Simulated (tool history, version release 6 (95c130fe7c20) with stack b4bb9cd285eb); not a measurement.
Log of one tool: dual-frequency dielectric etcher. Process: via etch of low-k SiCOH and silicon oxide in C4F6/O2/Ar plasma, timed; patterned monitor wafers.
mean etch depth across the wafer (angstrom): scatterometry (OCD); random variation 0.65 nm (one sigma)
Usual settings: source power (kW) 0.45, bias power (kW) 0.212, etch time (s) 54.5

run	hour	source power (kW)	bias power (kW)	etch time (s)	wafers since the last listed run	hours since the last wet clean	hours since the last source power generator calibration	hours since the last bias power generator calibration	hours since the last upper electrode change	hours since the gauge calibration	read-back reference wafer on the same gauge, depth_nm	mean etch depth across the wafer (angstrom)
1	0	0.45	0.212	54.5	0	139.4	1565.8	3719	3930.4	134.3	173.9	1462
2	83.2	0.45	0.212	54.5	574	222.6	1649	3802.2	4013.6	217.5	174.1	1448
3	111.6	0.45	0.212	54.5	196	251	1677.4	3830.6	4042	245.9	173.9	1448
4	124.3	0.45	0.212	54.5	87	263.7	1690.1	3843.3	4054.7	258.6	174	1443
5	140.4	0.45	0.212	54.5	111	279.8	1706.2	3859.4	4070.8	274.7	174.1	1445
6	175.6	0.45	0.212	54.5	243	315	1741.4	3894.6	4106	309.9	174.1	1414
# hour 195.9: bias power generator calibrated
7	202.8	0.45	0.212	54.5	160	342.2	1768.6	6.9	4133.2	337.1	174.1	1418
# hour 242.3: gauge calibrated
# hour 250.6: upper electrode replaced
8	251.1	0.45	0.234	54.5	167	390.5	1816.9	55.2	0.5	8.8	174.1	1478
9	251.8	0.45	0.238	67.5	4	391.2	1817.6	55.9	1.2	9.5	174	1827
# hour 256.2: source power generator calibrated
10	268.8	0.36	0.161	63.5	89	408.2	12.6	72.9	18.2	26.5	173.9	1396
# hour 315: wet clean of the chamber
11	315.5	0.45	0.212	54.5	156	0.5	59.3	119.6	64.9	73.2	174.1	1484
12	361.6	0.45	0.212	54.5	318	46.6	105.4	165.7	111	119.3	174	1472

Run 13 comes next. What will it give?
13	383.9	0.4	0.192	54.5	154	68.9	127.7	188	133.3	141.6	?	?

Run 13 gave read-back reference wafer on the same gauge, depth_nm 173.9, mean etch depth across the wafer (angstrom) 1371.
Without the tool's hidden state the same run would have given mean etch depth across the wafer (angstrom) 1384.
